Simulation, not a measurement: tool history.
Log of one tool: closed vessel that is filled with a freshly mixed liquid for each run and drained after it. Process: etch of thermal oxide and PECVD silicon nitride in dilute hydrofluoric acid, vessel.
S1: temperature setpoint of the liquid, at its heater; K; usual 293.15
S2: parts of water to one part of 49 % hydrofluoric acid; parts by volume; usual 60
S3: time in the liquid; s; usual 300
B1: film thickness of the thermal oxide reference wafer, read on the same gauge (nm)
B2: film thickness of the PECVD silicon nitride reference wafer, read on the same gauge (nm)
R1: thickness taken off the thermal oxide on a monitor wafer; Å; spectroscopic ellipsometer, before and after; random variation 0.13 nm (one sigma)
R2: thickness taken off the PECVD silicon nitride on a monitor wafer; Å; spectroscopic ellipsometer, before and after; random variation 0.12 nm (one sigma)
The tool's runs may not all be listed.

| run | hour | S1 | S2 | S3 | B1 | B2 | R1 | R2 |
|---|---|---|---|---|---|---|---|---|
| 1 | 0 | 293.15 | 60 | 300 | 100.01 | 59.96 | 176.2 | 124.4 |
| 2 | 17.8 | 293.15 | 60 | 300 | 100.01 | 59.97 | 178.9 | 124.8 |
| 3 | 24.2 | 293.15 | 60 | 300 | 99.99 | 60.05 | 175.9 | 124.1 |
| 4 | 39.4 | 293.15 | 60 | 300 | 100 | 60.01 | 177.7 | 124.3 |
| 5 | 56 | 293.15 | 75 | 265 | 100 | 59.99 | 122.7 | 88.4 |
| 6 | 66.6 | 293.15 | 60 | 300 | 100.02 | 59.98 | 176.3 | 126.3 |
| 7 | 84.6 | 293.15 | 60 | 300 | 100 | 59.97 | 175.3 | 125.3 |
|  | 91.6 | gauge calibrated |
| 8 | 102.1 | 293.15 | 60 | 300 | 100.02 | 60.02 | 176.7 | 124 |
| 9 | 115.5 | 293.15 | 60 | 300 | 100 | 60.04 | 174.7 | 121.7 |
| 10 | 124.9 | 293.15 | 60 | 300 | 100 | 59.98 | 173.9 | 123.7 |
| 11 | 141.3 | 290.15 | 30 | 380 | 100 | 59.98 | 404 | 249 |
| 12 | 149.1 | 290.65 | 70 | 380 | 100.01 | 60 | 170.2 | 112.4 |
| 13 | 163.3 | 290.15 | 60 | 300 | 100.04 | 60.03 | 151.1 | 100.7 |
| 14 | 174.2 | 290.15 | 50 | 300 | 100 | 59.96 | 185.3 | 119.5 |
|  | 176 | thermometer replaced |
| 15 | 187.9 | 293.15 | 60 | 300 | 99.98 | 59.95 | 176.7 | 124.5 |
| 16 | 203.4 | 296.15 | 35 | 300 | 100 | 59.99 | 346.7 | 256.3 |
| 17 | 220.4 | 293.15 | 60 | 300 | 99.99 | 60.02 | 173.9 | 124.8 |
|  | 224.3 | hydrofluoric acid flow meter replaced |
| 18 | 234 | 293.15 | 85 | 440 | 100 | 59.97 | 199.2 | 146.6 |
| 19 | 252 | 293.15 | 85 | 385 | 100.01 | 60.01 | 175.3 | 126.6 |
| 20 | 261.6 | 290.65 | 75 | 245 | 99.98 | 60.02 | 114.5 | 76 |
| 21 | 277.5 | 293.15 | 60 | 300 | 99.96 | 60.01 | 197.7 | 137.4 |
| 22 | 295.2 | 291.65 | 60 | 300 | 100 | 60 | 187.9 | 124.7 |
| 23 | 309.7 | 293.15 | 60 | 300 | 100.01 | 60.05 | 196.9 | 136.4 |

Run 24 comes next. What will it give?
| 24 | 325 | 293.15 | 70 | 300 | ? | ? | ? | ? |

Run 24 gave B1 100, B2 59.98, R1 166 Å, R2 117.9 Å.
Without the tool's hidden state the same run would have given R1 169.3 Å, R2 120 Å.

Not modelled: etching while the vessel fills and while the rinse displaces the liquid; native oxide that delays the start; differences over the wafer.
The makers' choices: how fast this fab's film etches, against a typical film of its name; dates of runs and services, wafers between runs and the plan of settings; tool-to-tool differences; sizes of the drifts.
